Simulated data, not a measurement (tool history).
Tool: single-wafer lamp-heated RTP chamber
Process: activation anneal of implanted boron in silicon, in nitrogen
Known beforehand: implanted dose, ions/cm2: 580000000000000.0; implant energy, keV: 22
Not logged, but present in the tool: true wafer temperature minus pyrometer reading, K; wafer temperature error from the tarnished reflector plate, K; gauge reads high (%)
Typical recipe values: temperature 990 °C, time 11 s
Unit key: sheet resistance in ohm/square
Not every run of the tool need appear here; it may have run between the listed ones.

| run | hour | temperature | time | wafers since the last listed run | wafers since the last pyrometer calibration | wafers since the reflector plate was cleaned | hours since the gauge calibration | read-back reference wafer on the same gauge, sheet resistance | sheet resistance |
|---|---|---|---|---|---|---|---|---|---|
| 1 | 0.0 | 990 | 11 | 0 | 686 | 8827 | 139.6 | 175.97 | 173.81 |
|  | 160.2 | pyrometer window cleaned and pyrometer calibrated |
|  | 178.8 | reflector plate cleaned |
| 2 | 206.0 | 1004 | 9 | 3206 | 638 | 459 | 345.6 | 176.10 | 169.69 |
| 3 | 255.1 | 1006 | 11 | 828 | 1466 | 1288 | 394.7 | 176.01 | 169.16 |
| 4 | 324.0 | 1006 | 11 | 1162 | 2629 | 2450 | 463.6 | 175.84 | 168.91 |
|  | 386.7 | pyrometer window cleaned and pyrometer calibrated |
| 5 | 408.6 | 990 | 11 | 1292 | 369 | 3743 | 548.2 | 176.06 | 175.39 |
| 6 | 449.5 | 990 | 11 | 690 | 1059 | 4433 | 589.1 | 176.03 | 173.14 |
|  | 474.6 | gauge calibrated |
| 7 | 493.1 | 990 | 11 | 735 | 1794 | 5169 | 18.5 | 175.94 | 172.50 |
| 8 | 523.2 | 968 | 9 | 507 | 2302 | 5677 | 48.6 | 176.06 | 187.02 |
|  | 596.6 | pyrometer window cleaned and pyrometer calibrated |
| 9 | 597.1 | 990 | 9 | 1112 | 8 | 6789 | 122.5 | 176.04 | 179.63 |
| 10 | 630.3 | 973 | 7 | 560 | 568 | 7349 | 155.7 | 176.03 | 188.60 |
| 11 | 723.9 | 999 | 13 | 1579 | 2148 | 8928 | 249.3 | 175.99 | 169.32 |
| 12 | 772.5 | 990 | 11 | 820 | 2968 | 9748 | 297.9 | 176.00 | 172.52 |
| 13 | 841.5 | 1004 | 6 | 1164 | 4132 | 10913 | 366.9 | 176.03 | 169.89 |
|  | 854.4 | pyrometer window cleaned and pyrometer calibrated |
|  | 899.1 | reflector plate cleaned |
| 14 | 899.6 | 961 | 11 | 710 | 628 | 8 | 425.0 | 176.05 | 198.84 |
| 15 | 942.5 | 990 | 11 | 723 | 1352 | 732 | 467.9 | 175.99 | 173.13 |
| 16 | 975.7 | 976 | 6 | 560 | 1912 | 1292 | 501.1 | 175.95 | 183.31 |
| 17 | 1033.8 | 1015 | 11 | 980 | 2892 | 2273 | 559.2 | 175.90 | 167.83 |
|  | 1066.8 | pyrometer window cleaned and pyrometer calibrated |
| 18 | 1076.6 | 976 | 11 | 587 | 165 | 2860 | 602.0 | 175.89 | 185.65 |
|  | 1103.6 | gauge calibrated |
| 19 | 1124.5 | 1001 | 9 | 808 | 973 | 3668 | 20.9 | 175.98 | 170.50 |

Here are 5 independent what-if runs from the current tool condition. What would each one return?
| A | 1124.9 | 990 | 17 | 6 | 980 | 3675 | 21.3 | ? | ? |
| B | 1124.9 | 990 | 13 | 6 | 980 | 3675 | 21.3 | ? | ? |
| C | 1124.9 | 990 | 8 | 6 | 980 | 3675 | 21.3 | ? | ? |
| D | 1124.9 | 1000 | 9 | 6 | 980 | 3675 | 21.3 | ? | ? |
| E | 1124.9 | 971 | 11 | 6 | 980 | 3675 | 21.3 | ? | ? |

| run | read-back reference wafer on the same gauge, sheet resistance | sheet resistance |
|---|---|---|
| A | 176.00 | 173.05 |
| B | 176.00 | 173.97 |
| C | 176.00 | 175.76 |
| D | 176.00 | 171.89 |
| E | 176.00 | 186.82 |
The same runs, with their run-to-run variation unchanged, on a tool lacking any hidden condition would have given:
| run | sheet resistance |
|---|---|
| A | 176.10 |
| B | 177.34 |
| C | 179.64 |
| D | 174.21 |
| E | 194.59 |
